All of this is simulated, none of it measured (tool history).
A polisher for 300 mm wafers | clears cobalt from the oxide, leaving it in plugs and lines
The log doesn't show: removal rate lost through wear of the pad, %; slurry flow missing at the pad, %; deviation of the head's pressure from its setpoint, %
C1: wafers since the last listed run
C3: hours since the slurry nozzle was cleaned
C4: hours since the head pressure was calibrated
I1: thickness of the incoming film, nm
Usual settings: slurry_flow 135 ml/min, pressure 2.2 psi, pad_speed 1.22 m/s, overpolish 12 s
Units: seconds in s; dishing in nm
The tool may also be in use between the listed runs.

run 1 day=0.000 | slurry_flow=135 pressure=2.2 pad_speed=1.22 overpolish=7 | C1=0 wafers_polished_on_this_pad=457 C3=115.2 C4=396.5 | I1=261.1 | seconds=53.5 dishing=23.5
run 2 day=2.829 | slurry_flow=170 pressure=2.2 pad_speed=1.22 overpolish=8 | C1=534 wafers_polished_on_this_pad=992 C3=183.1 C4=464.4 | I1=258.6 | seconds=53.5 dishing=26.1
run 3 day=4.612 | slurry_flow=170 pressure=2.2 pad_speed=1.22 overpolish=8 | C1=337 wafers_polished_on_this_pad=1329 C3=225.9 C4=507.2 | I1=263.0 | seconds=57.6 dishing=24.9
run 4 day=5.704 | slurry_flow=170 pressure=2.2 pad_speed=1.22 overpolish=8 | C1=206 wafers_polished_on_this_pad=1535 C3=252.1 C4=533.4 | I1=259.1 | seconds=56.9 dishing=25.2
run 5 day=7.992 | slurry_flow=150 pressure=2.2 pad_speed=1.22 overpolish=12 | C1=432 wafers_polished_on_this_pad=1968 C3=307.0 C4=588.3 | I1=259.2 | seconds=57.9 dishing=31.9
-- day=11.133 slurry nozzle cleaned
run 6 day=14.250 | slurry_flow=150 pressure=2.2 pad_speed=1.22 overpolish=12 | C1=1175 wafers_polished_on_this_pad=3143 C3=74.8 C4=738.5 | I1=260.4 | seconds=57.2 dishing=32.7
-- day=15.679 worn pad replaced by a new one
run 7 day=16.350 | slurry_flow=150 pressure=2.2 pad_speed=1.22 overpolish=12 | C1=365 wafers_polished_on_this_pad=126 C3=125.2 C4=788.9 | I1=260.9 | seconds=52.8 dishing=34.4
run 8 day=17.938 | slurry_flow=135 pressure=2.2 pad_speed=1.22 overpolish=12 | C1=300 wafers_polished_on_this_pad=426 C3=163.3 C4=827.0 | I1=259.4 | seconds=56.0 dishing=32.6
run 9 day=20.425 | slurry_flow=135 pressure=2.2 pad_speed=1.22 overpolish=12 | C1=470 wafers_polished_on_this_pad=897 C3=223.0 C4=886.7 | I1=264.3 | seconds=58.0 dishing=32.8
run 10 day=22.800 | slurry_flow=135 pressure=2.5 pad_speed=1.22 overpolish=12 | C1=448 wafers_polished_on_this_pad=1346 C3=280.0 C4=943.7 | I1=263.8 | seconds=53.7 dishing=34.0
-- day=23.175 head pressure recalibrated
run 11 day=24.362 | slurry_flow=135 pressure=2.5 pad_speed=1.22 overpolish=12 | C1=279 wafers_polished_on_this_pad=1625 C3=317.5 C4=28.5 | I1=257.4 | seconds=54.5 dishing=33.7
run 12 day=26.171 | slurry_flow=135 pressure=2.2 pad_speed=1.22 overpolish=12 | C1=341 wafers_polished_on_this_pad=1967 C3=360.9 C4=71.9 | I1=257.3 | seconds=62.8 dishing=30.4
-- day=27.375 slurry nozzle cleaned
run 13 day=28.462 | slurry_flow=135 pressure=2.2 pad_speed=1.22 overpolish=12 | C1=425 wafers_polished_on_this_pad=2392 C3=26.1 C4=126.9 | I1=260.0 | seconds=57.0 dishing=32.6
-- day=30.221 worn pad replaced by a new one
run 14 day=30.633 | slurry_flow=135 pressure=1.7 pad_speed=1.22 overpolish=16 | C1=378 wafers_polished_on_this_pad=78 C3=78.2 C4=179.0 | I1=259.5 | seconds=65.8 dishing=35.3
run 15 day=32.483 | slurry_flow=165 pressure=2.2 pad_speed=0.92 overpolish=18 | C1=349 wafers_polished_on_this_pad=427 C3=122.6 C4=223.4 | I1=262.4 | seconds=62.3 dishing=38.8
run 16 day=33.579 | slurry_flow=135 pressure=1.7 pad_speed=1.22 overpolish=12 | C1=207 wafers_polished_on_this_pad=634 C3=148.9 C4=249.7 | I1=261.7 | seconds=71.6 dishing=27.6
run 17 day=35.804 | slurry_flow=135 pressure=1.6 pad_speed=1.56 overpolish=12 | C1=420 wafers_polished_on_this_pad=1055 C3=202.3 C4=303.1 | I1=259.5 | seconds=69.0 dishing=28.9
run 18 day=38.046 | slurry_flow=135 pressure=1.8 pad_speed=1.22 overpolish=12 | C1=423 wafers_polished_on_this_pad=1479 C3=256.1 C4=356.9 | I1=261.0 | seconds=73.2 dishing=27.2
run 19 day=39.850 | slurry_flow=115 pressure=2.9 pad_speed=1.22 overpolish=14 | C1=341 wafers_polished_on_this_pad=1820 C3=299.4 C4=400.2 | I1=263.8 | seconds=50.8 dishing=36.7
run 20 day=41.408 | slurry_flow=135 pressure=2.2 pad_speed=1.22 overpolish=12 | C1=294 wafers_polished_on_this_pad=2115 C3=336.8 C4=437.6 | I1=264.8 | seconds=64.2 dishing=30.1
-- day=41.975 slurry nozzle cleaned
run 21 day=43.717 | slurry_flow=150 pressure=2.2 pad_speed=1.22 overpolish=12 | C1=428 wafers_polished_on_this_pad=2543 C3=41.8 C4=493.0 | I1=258.8 | seconds=54.6 dishing=32.9
run 22 day=45.192 | slurry_flow=135 pressure=2.5 pad_speed=0.86 overpolish=19 | C1=278 wafers_polished_on_this_pad=2822 C3=77.2 C4=528.4 | I1=261.3 | seconds=63.5 dishing=39.3
run 23 day=47.138 | slurry_flow=135 pressure=1.7 pad_speed=1.22 overpolish=12 | C1=367 wafers_polished_on_this_pad=3190 C3=123.9 C4=575.1 | I1=256.6 | seconds=76.9 dishing=27.5
-- day=47.754 worn pad replaced by a new one
run 24 day=49.754 | slurry_flow=135 pressure=2.2 pad_speed=1.40 overpolish=8 | C1=463 wafers_polished_on_this_pad=378 C3=186.7 C4=637.9 | I1=260.5 | seconds=51.9 dishing=27.2
run 25 day=51.288 | slurry_flow=135 pressure=2.2 pad_speed=1.22 overpolish=8 | C1=289 wafers_polished_on_this_pad=668 C3=223.5 C4=674.7 | I1=256.3 | seconds=57.3 dishing=24.3
run 26 day=53.283 | slurry_flow=135 pressure=2.2 pad_speed=1.22 overpolish=12 | C1=377 wafers_polished_on_this_pad=1045 C3=271.4 C4=722.6 | I1=258.5 | seconds=62.3 dishing=31.9
run 27 day=55.225 | slurry_flow=105 pressure=2.5 pad_speed=1.60 overpolish=12 | C1=367 wafers_polished_on_this_pad=1412 C3=318.0 C4=769.2 | I1=258.9 | seconds=49.5 dishing=34.9
-- day=56.183 slurry nozzle cleaned
run 28 day=56.675 | slurry_flow=135 pressure=2.5 pad_speed=1.12 overpolish=10 | C1=266 wafers_polished_on_this_pad=1678 C3=11.8 C4=804.0 | I1=261.3 | seconds=53.7 dishing=30.5
run 29 day=58.067 | slurry_flow=90 pressure=1.8 pad_speed=0.94 overpolish=16 | C1=263 wafers_polished_on_this_pad=1941 C3=45.2 C4=837.4 | I1=255.8 | seconds=92.1 dishing=29.0
run 30 day=60.962 | slurry_flow=135 pressure=2.8 pad_speed=1.22 overpolish=12 | C1=547 wafers_polished_on_this_pad=2489 C3=114.7 C4=906.9 | I1=258.1 | seconds=45.7 dishing=36.0
run 31 day=62.546 | slurry_flow=135 pressure=2.2 pad_speed=1.22 overpolish=12 | C1=299 wafers_polished_on_this_pad=2788 C3=152.7 C4=944.9 | I1=261.1 | seconds=59.6 dishing=31.3
run 32 day=65.433 | slurry_flow=135 pressure=1.5 pad_speed=1.64 overpolish=12 | C1=545 wafers_polished_on_this_pad=3334 C3=222.0 C4=1014.2 | I1=259.3 | seconds=76.3 dishing=27.3
-- day=66.012 worn pad replaced by a new one
-- day=67.683 head pressure recalibrated
run 33 day=67.717 | slurry_flow=135 pressure=2.2 pad_speed=1.22 overpolish=12 | C1=384 wafers_polished_on_this_pad=306 C3=276.8 C4=0.8 | I1=262.0 | seconds=57.3 dishing=32.9

Forecast each of these 5 alternatives for the next run:
run A day=67.733 | slurry_flow=135 pressure=2.2 pad_speed=1.22 overpolish=12 | C1=3 wafers_polished_on_this_pad=309 C3=277.2 C4=1.2 | I1=255.6 | seconds=? dishing=?
run B day=67.733 | slurry_flow=155 pressure=2.2 pad_speed=1.22 overpolish=12 | C1=3 wafers_polished_on_this_pad=309 C3=277.2 C4=1.2 | I1=255.6 | seconds=? dishing=?
run C day=67.733 | slurry_flow=135 pressure=2.0 pad_speed=1.22 overpolish=12 | C1=3 wafers_polished_on_this_pad=309 C3=277.2 C4=1.2 | I1=255.6 | seconds=? dishing=?
run D day=67.733 | slurry_flow=100 pressure=3.0 pad_speed=1.10 overpolish=12 | C1=3 wafers_polished_on_this_pad=309 C3=277.2 C4=1.2 | I1=255.6 | seconds=? dishing=?
run E day=67.733 | slurry_flow=175 pressure=1.9 pad_speed=1.52 overpolish=7 | C1=3 wafers_polished_on_this_pad=309 C3=277.2 C4=1.2 | I1=255.6 | seconds=? dishing=?

run=A seconds=55.5 dishing=32.2
run=B seconds=53.4 dishing=32.9
run=C seconds=61.1 dishing=30.4
run=D seconds=48.2 dishing=34.7
run=E seconds=52.2 dishing=23.6
Without the tool's hidden state the same runs would have given:
run=A seconds=48.4 dishing=34.7
run=B seconds=47.1 dishing=35.2
run=C seconds=53.2 dishing=32.9
run=D seconds=40.7 dishing=37.7
run=E seconds=46.5 dishing=25.6
